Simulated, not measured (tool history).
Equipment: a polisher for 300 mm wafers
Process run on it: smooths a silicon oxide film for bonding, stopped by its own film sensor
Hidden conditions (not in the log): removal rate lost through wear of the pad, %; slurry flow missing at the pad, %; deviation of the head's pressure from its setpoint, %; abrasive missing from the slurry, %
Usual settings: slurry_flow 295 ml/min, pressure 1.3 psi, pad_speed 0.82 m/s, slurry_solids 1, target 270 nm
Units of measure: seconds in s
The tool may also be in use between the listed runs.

run,day,slurry_flow,pressure,pad_speed,slurry_solids,target,wafers since the last listed run,wafers polished on this pad,hours since the slurry nozzle was cleaned,hours since the head pressure was calibrated,hours since the slurry blender was calibrated,"incoming thickness of the incoming film, nm",seconds
1,0,295,1,0.82,1,270,0,126,638.5,781.3,131.4,310.8,154.2
2,0.421,295,1,0.82,1,270,58,184,648.6,791.4,141.5,309.1,146.3
3,0.733,295,1.3,0.82,1.1,275,43,227,656.1,798.9,149,311.5,103.8
4,0.996,295,1.3,0.82,1.1,275,36,264,662.4,805.2,155.3,309.3,96.3
5,1.4,295,1.3,0.82,1,265,55,320,672.1,814.9,165,312.3,138.7
6,1.683,295,1.3,0.82,1,265,39,359,678.9,821.7,171.8,304.6,115.2
7,2.375,295,1.3,0.82,1,270,95,455,695.5,838.3,188.4,309.7,115.2
8,2.788,295,1.3,0.82,1,278,57,512,705.4,848.2,198.3,313.7,102.7
9,4.583,295,1.3,0.82,1,278,248,760,748.5,891.3,241.4,307.8,84
10,5.221,295,1.3,0.82,1,278,88,848,763.8,906.6,256.7,314.7,104.6
11,5.667,295,1.3,0.82,1,270,61,910,774.5,917.3,267.4,311.6,117.5
12,6.392,265,1.3,0.82,1,270,100,1010,791.9,934.7,284.8,308.1,107.7
# day 7.142: head pressure recalibrated
# day 7.312: slurry nozzle cleaned
13,8.55,295,1.3,0.82,1,270,281,1291,29.7,33.8,336.6,310.4,132.9
# day 9.183: worn pad replaced by a new one
14,10.075,295,1.3,0.82,1,265,187,123,66.3,70.4,373.2,305.5,132.6
# day 10.229: slurry blender recalibrated
15,11.333,295,1.3,0.82,1.25,270,162,285,96.5,100.6,26.5,311.3,124.3
16,11.612,295,1.3,0.82,0.75,270,38,324,103.2,107.3,33.2,312.8,159.8
17,11.967,235,1.3,0.82,1.2,270,48,373,111.7,115.8,41.7,310.2,127.4
18,12.35,360,1.6,0.82,1.1,270,53,426,120.9,125,50.9,308.4,97.4
19,12.875,295,1.1,0.82,1,270,72,499,133.5,137.6,63.5,303,126.4
20,13.129,230,1.3,0.74,1,263,35,534,139.6,143.7,69.6,311.5,177.5
21,13.612,350,1.3,0.66,1.3,260,66,601,151.2,155.3,81.2,314.1,187.6

Below, some changes in seconds between adjacent runs. For each, the amount present without the hidden state too (settings, incoming material, random variation) and the amount remaining for the hidden state with gauge scatter not shared by both compared results:
Run 2 -> 3: pressure 1 -> 1.3, slurry_solids 1 -> 1.1, target 270 -> 275. seconds -42.5 s: hidden state +4.2, all else -46.7.
Run 4 -> 5: slurry_solids 1.1 -> 1, target 275 -> 265. seconds +42.4 s: hidden state -4.8, all else +47.2.
Run 12 -> 13: slurry_flow 265 -> 295, head pressure recalibrated, slurry nozzle cleaned. seconds +25.2 s: hidden state +17.3, all else +7.9.
Run 19 -> 20: slurry_flow 295 -> 230, pressure 1.1 -> 1.3, pad_speed 0.82 -> 0.74, target 270 -> 263. seconds +51.1 s: hidden state +0.7, all else +50.4.
